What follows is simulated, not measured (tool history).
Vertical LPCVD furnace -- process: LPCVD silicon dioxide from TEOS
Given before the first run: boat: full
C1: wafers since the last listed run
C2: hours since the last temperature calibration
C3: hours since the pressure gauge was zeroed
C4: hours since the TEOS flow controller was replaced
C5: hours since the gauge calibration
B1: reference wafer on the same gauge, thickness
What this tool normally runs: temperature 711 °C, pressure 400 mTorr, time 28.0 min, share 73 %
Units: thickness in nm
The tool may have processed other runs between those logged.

run 1 hour=0.0 | temperature=711 pressure=400 time=28.0 share=73 | C1=0 C2=4268.3 C3=3589.1 C4=6345.4 C5=347.5 | B1=317.66 | thickness=323.26
run 2 hour=87.8 | temperature=711 pressure=400 time=28.0 share=73 | C1=2017 C2=4356.1 C3=3676.9 C4=6433.2 C5=435.3 | B1=316.79 | thickness=321.66
run 3 hour=114.2 | temperature=711 pressure=400 time=28.0 share=73 | C1=606 C2=4382.5 C3=3703.3 C4=6459.6 C5=461.7 | B1=317.07 | thickness=322.55
run 4 hour=129.1 | temperature=711 pressure=400 time=28.0 share=73 | C1=342 C2=4397.4 C3=3718.2 C4=6474.5 C5=476.6 | B1=317.37 | thickness=321.95
run 5 hour=147.8 | temperature=711 pressure=400 time=28.0 share=73 | C1=429 C2=4416.1 C3=3736.9 C4=6493.2 C5=495.3 | B1=317.69 | thickness=325.36
run 6 hour=182.6 | temperature=711 pressure=400 time=28.0 share=73 | C1=799 C2=4450.9 C3=3771.7 C4=6528.0 C5=530.1 | B1=316.80 | thickness=321.82
run 7 hour=194.6 | temperature=711 pressure=400 time=28.0 share=73 | C1=275 C2=4462.9 C3=3783.7 C4=6540.0 C5=542.1 | B1=317.09 | thickness=321.54
run 8 hour=222.0 | temperature=711 pressure=400 time=28.0 share=73 | C1=629 C2=4490.3 C3=3811.1 C4=6567.4 C5=569.5 | B1=316.74 | thickness=323.75
run 9 hour=245.2 | temperature=711 pressure=340 time=28.0 share=73 | C1=533 C2=4513.5 C3=3834.3 C4=6590.6 C5=592.7 | B1=316.67 | thickness=295.52
run 10 hour=259.4 | temperature=711 pressure=340 time=28.0 share=73 | C1=326 C2=4527.7 C3=3848.5 C4=6604.8 C5=606.9 | B1=316.94 | thickness=298.81
run 11 hour=294.5 | temperature=711 pressure=400 time=28.0 share=68 | C1=806 C2=4562.8 C3=3883.6 C4=6639.9 C5=642.0 | B1=316.19 | thickness=311.61
-- hour=324.6 thermocouples replaced and temperature profile calibrated
run 12 hour=325.1 | temperature=711 pressure=400 time=28.0 share=73 | C1=151 C2=0.5 C3=3914.2 C4=6670.5 C5=672.6 | B1=317.28 | thickness=320.99
run 13 hour=348.1 | temperature=711 pressure=400 time=28.0 share=73 | C1=528 C2=23.5 C3=3937.2 C4=6693.5 C5=695.6 | B1=316.59 | thickness=321.07
-- hour=380.3 TEOS flow controller replaced
run 14 hour=380.8 | temperature=720 pressure=365 time=39.0 share=61 | C1=199 C2=56.2 C3=3969.9 C4=0.5 C5=728.3 | B1=317.07 | thickness=481.69
-- hour=406.1 pressure gauge zeroed
run 15 hour=406.6 | temperature=715 pressure=400 time=25.0 share=67 | C1=41 C2=82.0 C3=0.5 C4=26.3 C5=754.1 | B1=316.97 | thickness=300.96
run 16 hour=422.4 | temperature=711 pressure=400 time=28.0 share=73 | C1=363 C2=97.8 C3=16.3 C4=42.1 C5=769.9 | B1=317.21 | thickness=321.73
run 17 hour=434.7 | temperature=701 pressure=320 time=28.0 share=84 | C1=282 C2=110.1 C3=28.6 C4=54.4 C5=782.2 | B1=316.70 | thickness=245.87
run 18 hour=453.5 | temperature=711 pressure=400 time=37.0 share=66 | C1=432 C2=128.9 C3=47.4 C4=73.2 C5=801.0 | B1=317.01 | thickness=407.60
-- hour=474.7 gauge calibrated
run 19 hour=476.6 | temperature=717 pressure=400 time=28.0 share=81 | C1=530 C2=152.0 C3=70.5 C4=96.3 C5=1.9 | B1=316.59 | thickness=388.18
run 20 hour=490.5 | temperature=703 pressure=455 time=28.0 share=73 | C1=319 C2=165.9 C3=84.4 C4=110.2 C5=15.8 | B1=316.77 | thickness=286.02
run 21 hour=510.4 | temperature=703 pressure=400 time=28.0 share=73 | C1=457 C2=185.8 C3=104.3 C4=130.1 C5=35.7 | B1=317.14 | thickness=268.07
run 22 hour=535.5 | temperature=711 pressure=400 time=23.5 share=73 | C1=576 C2=210.9 C3=129.4 C4=155.2 C5=60.8 | B1=316.17 | thickness=270.48
run 23 hour=564.0 | temperature=711 pressure=400 time=34.0 share=73 | C1=655 C2=239.4 C3=157.9 C4=183.7 C5=89.3 | B1=317.33 | thickness=392.22
run 24 hour=579.8 | temperature=711 pressure=370 time=28.0 share=73 | C1=363 C2=255.2 C3=173.7 C4=199.5 C5=105.1 | B1=317.29 | thickness=309.74
run 25 hour=602.6 | temperature=711 pressure=455 time=28.0 share=77 | C1=524 C2=278.0 C3=196.5 C4=222.3 C5=127.9 | B1=316.76 | thickness=351.09
run 26 hour=619.8 | temperature=700 pressure=400 time=28.0 share=77 | C1=395 C2=295.2 C3=213.7 C4=239.5 C5=145.1 | B1=317.05 | thickness=256.76
run 27 hour=642.8 | temperature=715 pressure=340 time=21.0 share=79 | C1=528 C2=318.2 C3=236.7 C4=262.5 C5=168.1 | B1=316.64 | thickness=255.13
run 28 hour=673.9 | temperature=711 pressure=400 time=28.0 share=73 | C1=714 C2=349.3 C3=267.8 C4=293.6 C5=199.2 | B1=317.32 | thickness=321.92
run 29 hour=686.0 | temperature=721 pressure=365 time=35.0 share=83 | C1=278 C2=361.4 C3=279.9 C4=305.7 C5=211.3 | B1=317.37 | thickness=516.08
run 30 hour=717.6 | temperature=711 pressure=400 time=28.0 share=73 | C1=726 C2=393.0 C3=311.5 C4=337.3 C5=242.9 | B1=316.68 | thickness=324.05
run 31 hour=746.0 | temperature=700 pressure=400 time=24.5 share=73 | C1=652 C2=421.4 C3=339.9 C4=365.7 C5=271.3 | B1=316.55 | thickness=218.34
run 32 hour=760.9 | temperature=711 pressure=400 time=28.0 share=73 | C1=342 C2=436.3 C3=354.8 C4=380.6 C5=286.2 | B1=316.59 | thickness=320.84

Entry by entry between the runs, the difference in hidden state between the last listed run before and the first listed run after:
Run 11 -> run 12: thermocouples replaced and temperature profile calibrated (hour 324.6)
  both runs share identical hidden conditions
Run 13 -> run 14: TEOS flow controller replaced (hour 380.3)
  both runs share identical hidden conditions
Run 14 -> run 15: pressure gauge zeroed (hour 406.1)
  both runs share identical hidden conditions
Run 18 -> run 19: gauge calibrated (hour 474.7)
  both runs share identical hidden conditions
